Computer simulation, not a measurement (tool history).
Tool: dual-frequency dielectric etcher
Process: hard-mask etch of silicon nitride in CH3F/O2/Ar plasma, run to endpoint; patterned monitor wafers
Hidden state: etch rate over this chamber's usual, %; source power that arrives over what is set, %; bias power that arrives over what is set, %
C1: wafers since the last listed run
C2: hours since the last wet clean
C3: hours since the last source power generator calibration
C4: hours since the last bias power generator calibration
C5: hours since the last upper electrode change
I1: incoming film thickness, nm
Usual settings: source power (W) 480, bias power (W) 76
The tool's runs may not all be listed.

{"run": 1, "day": 0.0, "source power (W)": 400, "bias power (W)": 76, "C1": 0, "C2": 337.6, "C3": 2537.7, "C4": 3994, "C5": 2182.3, "I1": 38.49, "endpoint time (s)": 52.5}
{"run": 2, "day": 0.346, "source power (W)": 560, "bias power (W)": 82, "C1": 75, "C2": 345.9, "C3": 2546, "C4": 4002.3, "C5": 2190.6, "I1": 38.12, "endpoint time (s)": 40.7}
{"run": 3, "day": 0.929, "source power (W)": 560, "bias power (W)": 82, "C1": 127, "C2": 359.9, "C3": 2560, "C4": 4016.3, "C5": 2204.6, "I1": 38.35, "endpoint time (s)": 40.8}
{"run": 4, "day": 1.488, "source power (W)": 560, "bias power (W)": 82, "C1": 122, "C2": 373.3, "C3": 2573.4, "C4": 4029.7, "C5": 2218, "I1": 38.42, "endpoint time (s)": 41.1}
{"run": 5, "day": 1.842, "source power (W)": 480, "bias power (W)": 76, "C1": 77, "C2": 381.8, "C3": 2581.9, "C4": 4038.2, "C5": 2226.5, "I1": 38.52, "endpoint time (s)": 46.8}
{"run": 6, "day": 2.383, "source power (W)": 480, "bias power (W)": 76, "C1": 118, "C2": 394.8, "C3": 2594.9, "C4": 4051.2, "C5": 2239.5, "I1": 38.15, "endpoint time (s)": 46.4}
{"run": 7, "day": 2.779, "source power (W)": 480, "bias power (W)": 76, "C1": 86, "C2": 404.3, "C3": 2604.4, "C4": 4060.7, "C5": 2249, "I1": 38.78, "endpoint time (s)": 46.9}
{"run": 8, "day": 3.212, "source power (W)": 560, "bias power (W)": 76, "C1": 94, "C2": 414.7, "C3": 2614.8, "C4": 4071.1, "C5": 2259.4, "I1": 38.36, "endpoint time (s)": 42.5}
{"run": 9, "day": 3.812, "source power (W)": 480, "bias power (W)": 76, "C1": 131, "C2": 429.1, "C3": 2629.2, "C4": 4085.5, "C5": 2273.8, "I1": 38.32, "endpoint time (s)": 46.8}
{"run": 10, "day": 4.392, "source power (W)": 390, "bias power (W)": 76, "C1": 126, "C2": 443, "C3": 2643.1, "C4": 4099.4, "C5": 2287.7, "I1": 38.1, "endpoint time (s)": 52.9}
{"run": 11, "day": 5.188, "source power (W)": 480, "bias power (W)": 76, "C1": 174, "C2": 462.1, "C3": 2662.2, "C4": 4118.5, "C5": 2306.8, "I1": 38.32, "endpoint time (s)": 46.6}
{"day": 5.671, "done": "source power generator calibrated"}
{"run": 12, "day": 5.742, "source power (W)": 480, "bias power (W)": 76, "C1": 84, "C2": 475.4, "C3": 1.7, "C4": 4131.8, "C5": 2320.1, "I1": 38.28, "endpoint time (s)": 46.8}
{"run": 13, "day": 6.342, "source power (W)": 480, "bias power (W)": 76, "C1": 131, "C2": 489.8, "C3": 16.1, "C4": 4146.2, "C5": 2334.5, "I1": 38.64, "endpoint time (s)": 47.7}
{"run": 14, "day": 6.892, "source power (W)": 530, "bias power (W)": 76, "C1": 120, "C2": 503, "C3": 29.3, "C4": 4159.4, "C5": 2347.7, "I1": 38.13, "endpoint time (s)": 43.8}
{"day": 7.404, "done": "bias power generator calibrated"}
{"run": 15, "day": 7.425, "source power (W)": 550, "bias power (W)": 86, "C1": 80, "C2": 515.8, "C3": 42.1, "C4": 0.5, "C5": 2360.5, "I1": 38.67, "endpoint time (s)": 41.5}
{"day": 8.579, "done": "wet clean of the chamber"}
{"run": 16, "day": 8.6, "source power (W)": 570, "bias power (W)": 67, "C1": 38, "C2": 0.5, "C3": 70.3, "C4": 28.7, "C5": 2388.7, "I1": 38.33, "endpoint time (s)": 43.8}
{"run": 17, "day": 8.612, "source power (W)": 520, "bias power (W)": 95, "C1": 2, "C2": 0.8, "C3": 70.6, "C4": 29, "C5": 2389, "I1": 38.54, "endpoint time (s)": 39.2}
{"run": 18, "day": 8.625, "source power (W)": 570, "bias power (W)": 67, "C1": 2, "C2": 1.1, "C3": 70.9, "C4": 29.3, "C5": 2389.3, "I1": 38.64, "endpoint time (s)": 44.4}
{"day": 10.667, "done": "upper electrode replaced"}
{"run": 19, "day": 10.688, "source power (W)": 480, "bias power (W)": 82, "C1": 232, "C2": 50.6, "C3": 120.4, "C4": 78.8, "C5": 0.5, "I1": 38.28, "endpoint time (s)": 44.2}
{"run": 20, "day": 10.7, "source power (W)": 480, "bias power (W)": 76, "C1": 2, "C2": 50.9, "C3": 120.7, "C4": 79.1, "C5": 0.8, "I1": 38.57, "endpoint time (s)": 45.8}
{"run": 21, "day": 11.083, "source power (W)": 590, "bias power (W)": 63, "C1": 83, "C2": 60.1, "C3": 129.9, "C4": 88.3, "C5": 10, "I1": 38.55, "endpoint time (s)": 44.2}
{"run": 22, "day": 11.671, "source power (W)": 480, "bias power (W)": 76, "C1": 128, "C2": 74.2, "C3": 144, "C4": 102.4, "C5": 24.1, "I1": 38.46, "endpoint time (s)": 46.2}
{"run": 23, "day": 12.096, "source power (W)": 440, "bias power (W)": 94, "C1": 93, "C2": 84.4, "C3": 154.2, "C4": 112.6, "C5": 34.3, "I1": 38.77, "endpoint time (s)": 44.7}
{"run": 24, "day": 12.5, "source power (W)": 480, "bias power (W)": 76, "C1": 88, "C2": 94.1, "C3": 163.9, "C4": 122.3, "C5": 44, "I1": 38.39, "endpoint time (s)": 45.7}
{"run": 25, "day": 13.121, "source power (W)": 570, "bias power (W)": 76, "C1": 135, "C2": 109, "C3": 178.8, "C4": 137.2, "C5": 58.9, "I1": 38.38, "endpoint time (s)": 41.7}
{"run": 26, "day": 13.371, "source power (W)": 480, "bias power (W)": 76, "C1": 54, "C2": 115, "C3": 184.8, "C4": 143.2, "C5": 64.9, "I1": 38.25, "endpoint time (s)": 45.9}

4 ways to go on from here, each from the tool as it stands after run 26. What would each give?
{"run": "A", "day": 13.388, "source power (W)": 480, "bias power (W)": 76, "C1": 3, "C2": 115.4, "C3": 185.2, "C4": 143.6, "C5": 65.3, "I1": 38.6, "endpoint time (s)": "?"}
{"run": "B", "day": 13.388, "source power (W)": 410, "bias power (W)": 57, "C1": 3, "C2": 115.4, "C3": 185.2, "C4": 143.6, "C5": 65.3, "I1": 38.6, "endpoint time (s)": "?"}
{"run": "C", "day": 13.388, "source power (W)": 440, "bias power (W)": 86, "C1": 3, "C2": 115.4, "C3": 185.2, "C4": 143.6, "C5": 65.3, "I1": 38.6, "endpoint time (s)": "?"}
{"run": "D", "day": 13.388, "source power (W)": 360, "bias power (W)": 83, "C1": 3, "C2": 115.4, "C3": 185.2, "C4": 143.6, "C5": 65.3, "I1": 38.6, "endpoint time (s)": "?"}

run=A endpoint_time_(s)=46.5
run=B endpoint_time_(s)=59.3
run=C endpoint_time_(s)=46.2
run=D endpoint_time_(s)=53.9
Without the tool's hidden state the same runs would have given:
run=A endpoint_time_(s)=46.1
run=B endpoint_time_(s)=58.9
run=C endpoint_time_(s)=45.9
run=D endpoint_time_(s)=53.5
